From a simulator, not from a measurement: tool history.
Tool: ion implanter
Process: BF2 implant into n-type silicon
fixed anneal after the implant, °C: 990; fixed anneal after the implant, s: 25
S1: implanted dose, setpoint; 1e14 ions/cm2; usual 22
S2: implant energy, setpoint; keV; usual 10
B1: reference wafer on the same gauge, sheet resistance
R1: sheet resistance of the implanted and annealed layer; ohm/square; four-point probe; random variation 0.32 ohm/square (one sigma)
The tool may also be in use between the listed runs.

run,hour,S1,S2,B1,R1
1,0,25.01,10,171.05,207.92
2,13.9,25.01,10,171.07,208.04
3,41.7,25.01,10,170.95,209.02
4,65.4,22,10,170.96,210.61
5,92.2,22,10,171.01,210.71
6,106.3,22,10,170.9,210.48
7,121.6,17.25,10,170.95,215.33
8,157.3,24.26,8.5,171.03,221.36
9,182.9,27.95,10,171.04,207.21
10,211.3,22,7.5,170.97,231.42
11,243.1,22,10,170.93,210.74
12,257.7,27.95,10,171.06,206.32
13,275.5,27.33,7.5,170.86,228.43
14,298.8,17.58,7.5,171.07,236.06
15,331.6,15.75,12,170.97,204.09

Not shown: 3 entries that the log had between the listed runs. Between which runs, and how does the tool's hidden state differ before and after?
Between runs 7 and 8: extraction supply calibrated (hour 145)
  no hidden state differs between the two runs
Between runs 9 and 10: Faraday cup replaced and dose calibrated (hour 209.9)
  no hidden state differs between the two runs
Between runs 10 and 11: gauge calibrated (hour 218.6)
  no hidden state differs between the two runs
